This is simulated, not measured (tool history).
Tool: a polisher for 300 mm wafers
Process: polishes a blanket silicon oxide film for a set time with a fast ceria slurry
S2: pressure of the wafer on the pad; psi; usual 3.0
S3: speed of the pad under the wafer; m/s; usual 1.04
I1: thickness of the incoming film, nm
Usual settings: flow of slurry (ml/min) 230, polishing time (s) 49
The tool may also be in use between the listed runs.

{"run": 1, "hour": 0.0, "flow of slurry (ml/min)": 230, "S2": 3.0, "S3": 1.04, "polishing time (s)": 49, "I1": 3520.6, "film removed (nm)": 714.7}
{"run": 2, "hour": 37.8, "flow of slurry (ml/min)": 230, "S2": 3.0, "S3": 1.04, "polishing time (s)": 49, "I1": 3594.6, "film removed (nm)": 735.7}
{"run": 3, "hour": 70.3, "flow of slurry (ml/min)": 215, "S2": 3.0, "S3": 1.04, "polishing time (s)": 49, "I1": 3649.2, "film removed (nm)": 718.6}
{"run": 4, "hour": 102.7, "flow of slurry (ml/min)": 215, "S2": 3.0, "S3": 1.04, "polishing time (s)": 49, "I1": 3595.1, "film removed (nm)": 707.9}
{"run": 5, "hour": 172.6, "flow of slurry (ml/min)": 230, "S2": 3.0, "S3": 1.04, "polishing time (s)": 45, "I1": 3598.9, "film removed (nm)": 664.0}
{"run": 6, "hour": 236.5, "flow of slurry (ml/min)": 230, "S2": 3.0, "S3": 1.04, "polishing time (s)": 49, "I1": 3642.8, "film removed (nm)": 737.4}
{"run": 7, "hour": 265.4, "flow of slurry (ml/min)": 230, "S2": 3.0, "S3": 1.04, "polishing time (s)": 49, "I1": 3650.9, "film removed (nm)": 720.2}
{"hour": 276.2, "done": "worn pad replaced by a new one"}
{"run": 8, "hour": 289.7, "flow of slurry (ml/min)": 230, "S2": 3.0, "S3": 1.04, "polishing time (s)": 49, "I1": 3521.5, "film removed (nm)": 716.4}
{"hour": 311.4, "done": "slurry nozzle cleaned"}
{"run": 9, "hour": 329.1, "flow of slurry (ml/min)": 290, "S2": 3.0, "S3": 1.04, "polishing time (s)": 49, "I1": 3617.3, "film removed (nm)": 735.5}
{"run": 10, "hour": 359.1, "flow of slurry (ml/min)": 290, "S2": 3.0, "S3": 1.04, "polishing time (s)": 49, "I1": 3521.5, "film removed (nm)": 734.1}
{"run": 11, "hour": 387.0, "flow of slurry (ml/min)": 290, "S2": 3.0, "S3": 1.04, "polishing time (s)": 49, "I1": 3545.5, "film removed (nm)": 734.9}
{"run": 12, "hour": 462.2, "flow of slurry (ml/min)": 230, "S2": 2.5, "S3": 1.04, "polishing time (s)": 49, "I1": 3598.5, "film removed (nm)": 627.6}
{"run": 13, "hour": 525.6, "flow of slurry (ml/min)": 230, "S2": 3.0, "S3": 0.94, "polishing time (s)": 49, "I1": 3541.2, "film removed (nm)": 656.1}
{"hour": 533.8, "done": "worn pad replaced by a new one, of another model than before"}
{"run": 14, "hour": 572.4, "flow of slurry (ml/min)": 190, "S2": 3.7, "S3": 1.26, "polishing time (s)": 41, "I1": 3580.9, "film removed (nm)": 706.5}
{"run": 15, "hour": 670.0, "flow of slurry (ml/min)": 230, "S2": 3.0, "S3": 0.82, "polishing time (s)": 49, "I1": 3545.9, "film removed (nm)": 643.0}
{"run": 16, "hour": 704.5, "flow of slurry (ml/min)": 250, "S2": 4.0, "S3": 1.36, "polishing time (s)": 49, "I1": 3590.7, "film removed (nm)": 977.8}
{"run": 17, "hour": 751.1, "flow of slurry (ml/min)": 190, "S2": 3.0, "S3": 1.04, "polishing time (s)": 54, "I1": 3590.8, "film removed (nm)": 752.9}
{"run": 18, "hour": 798.0, "flow of slurry (ml/min)": 190, "S2": 2.5, "S3": 0.88, "polishing time (s)": 41, "I1": 3597.8, "film removed (nm)": 486.2}
{"hour": 809.9, "done": "worn pad replaced by a new one"}
{"run": 19, "hour": 851.6, "flow of slurry (ml/min)": 190, "S2": 3.7, "S3": 1.26, "polishing time (s)": 41, "I1": 3602.4, "film removed (nm)": 706.9}
{"run": 20, "hour": 912.4, "flow of slurry (ml/min)": 230, "S2": 2.3, "S3": 1.04, "polishing time (s)": 49, "I1": 3669.4, "film removed (nm)": 632.3}
{"hour": 920.5, "done": "slurry nozzle cleaned"}
{"hour": 1052.2, "done": "head pressure recalibrated"}
{"hour": 1074.9, "done": "worn pad replaced by a new one"}
{"run": 21, "hour": 1120.3, "flow of slurry (ml/min)": 230, "S2": 3.0, "S3": 1.04, "polishing time (s)": 49, "I1": 3577.8, "film removed (nm)": 733.7}
{"run": 22, "hour": 1146.7, "flow of slurry (ml/min)": 210, "S2": 3.0, "S3": 1.04, "polishing time (s)": 38, "I1": 3557.3, "film removed (nm)": 563.0}
{"run": 23, "hour": 1217.1, "flow of slurry (ml/min)": 310, "S2": 3.0, "S3": 1.16, "polishing time (s)": 49, "I1": 3645.3, "film removed (nm)": 806.0}
{"run": 24, "hour": 1262.4, "flow of slurry (ml/min)": 230, "S2": 3.0, "S3": 1.04, "polishing time (s)": 49, "I1": 3558.6, "film removed (nm)": 724.9}
{"run": 25, "hour": 1291.8, "flow of slurry (ml/min)": 275, "S2": 3.0, "S3": 1.3, "polishing time (s)": 49, "I1": 3670.2, "film removed (nm)": 835.4}
{"run": 26, "hour": 1355.6, "flow of slurry (ml/min)": 230, "S2": 3.6, "S3": 1.04, "polishing time (s)": 38, "I1": 3536.6, "film removed (nm)": 613.8}

5 ways to go on from here, each from the tool as it stands after run 26. What would each give?
{"run": "A", "hour": 1356.0, "flow of slurry (ml/min)": 150, "S2": 3.0, "S3": 1.04, "polishing time (s)": 49, "I1": 3601.6, "film removed (nm)": "?"}
{"run": "B", "hour": 1356.0, "flow of slurry (ml/min)": 300, "S2": 3.0, "S3": 1.04, "polishing time (s)": 49, "I1": 3601.6, "film removed (nm)": "?"}
{"run": "C", "hour": 1356.0, "flow of slurry (ml/min)": 295, "S2": 3.0, "S3": 1.04, "polishing time (s)": 66, "I1": 3601.6, "film removed (nm)": "?"}
{"run": "D", "hour": 1356.0, "flow of slurry (ml/min)": 230, "S2": 2.6, "S3": 0.72, "polishing time (s)": 49, "I1": 3601.6, "film removed (nm)": "?"}
{"run": "E", "hour": 1356.0, "flow of slurry (ml/min)": 160, "S2": 3.0, "S3": 0.84, "polishing time (s)": 61, "I1": 3601.6, "film removed (nm)": "?"}

run=A film_removed_(nm)=675.4
run=B film_removed_(nm)=753.7
run=C film_removed_(nm)=1013.5
run=D film_removed_(nm)=576.4
run=E film_removed_(nm)=770.5
Without the tool's hidden state the same runs would have given:
run=A film_removed_(nm)=678.0
run=B film_removed_(nm)=756.6
run=C film_removed_(nm)=1017.4
run=D film_removed_(nm)=578.7
run=E film_removed_(nm)=773.5
